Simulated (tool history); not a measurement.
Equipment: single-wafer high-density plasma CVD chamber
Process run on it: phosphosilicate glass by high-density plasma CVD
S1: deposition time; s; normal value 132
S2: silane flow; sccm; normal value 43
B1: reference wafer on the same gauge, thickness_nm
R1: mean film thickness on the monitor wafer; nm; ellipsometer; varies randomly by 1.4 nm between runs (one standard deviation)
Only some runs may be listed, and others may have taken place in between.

run,day,S1,S2,B1,R1
1,0,132,43,429.787,531.215
2,0.767,132,43,429.896,531.636
3,1.362,132,43,430.219,531.387
4,2.388,132,43,430.158,531.162
5,3.579,132,43,429.696,535.596
6,4.929,132,43,429.891,535.083
7,5.592,132,37,430.093,461.038
8,6.654,145,43,429.961,589.682
9,7.733,145,43,430.221,589.101
10,9.004,145,43,430.188,586.527
11,9.529,132,45,429.863,561.97
12,10.112,132,45,430.083,560.898
13,11.479,132,43,429.985,537.059
14,12.233,132,43,430.097,533.762
15,13.704,132,43,429.487,538.54
16,15.179,119,46,429.968,519.497
17,15.933,119,46,429.626,519.481
18,17.254,112,40,430.144,427.506
19,18.475,107,35,430.227,355.643
20,19.125,151,35,429.792,503.079
21,20.488,132,43,429.928,541.16
22,21.538,155,50,429.795,739.452
23,22.388,141,43,429.964,579.585
24,23.346,152,50,429.907,726.801
# day 23.654: gauge calibrated
# day 24.275: silane flow controller replaced
25,24.296,147,49,429.597,644.964
26,25.283,145,43,430.144,557.748
27,26.054,132,43,430,505.866
28,27.508,132,43,429.796,509.324
29,28.304,106,35,430.323,334.771
30,29.146,120,36,430.305,387.385
31,31.125,132,43,429.531,508.315
32,31.688,144,50,430.099,647.379
33,32.971,121,49,429.812,533.242
34,33.517,120,35,430.193,376.879
35,34.075,132,37,430.119,439.216

Hidden state or all else? Some run-to-run changes of R1, split into what the settings, what came in and random variation would give without the hidden state, and what is left for the hidden state (with any gauge scatter that isn't in both results):
Hidden state present: delivered silane flow above the setpoint (%); gauge reads high (%).
Run 21 -> 22: S1 132 -> 155, S2 43 -> 50. R1 +198.292 nm: hidden state +12.802, all else +185.49.
Run 22 -> 23: S1 155 -> 141, S2 50 -> 43. R1 -159.867 nm: hidden state -9.586, all else -150.281.
Run 23 -> 24: S1 141 -> 152, S2 43 -> 50. R1 +147.216 nm: hidden state +9.818, all else +137.398.
Run 24 -> 25: S1 152 -> 147, S2 50 -> 49, gauge calibrated, silane flow controller replaced. R1 -81.837 nm: hidden state -45.15, all else -36.687.
Run 28 -> 29: S1 132 -> 106, S2 43 -> 35. R1 -174.553 nm: hidden state -0.321, all else -174.232.

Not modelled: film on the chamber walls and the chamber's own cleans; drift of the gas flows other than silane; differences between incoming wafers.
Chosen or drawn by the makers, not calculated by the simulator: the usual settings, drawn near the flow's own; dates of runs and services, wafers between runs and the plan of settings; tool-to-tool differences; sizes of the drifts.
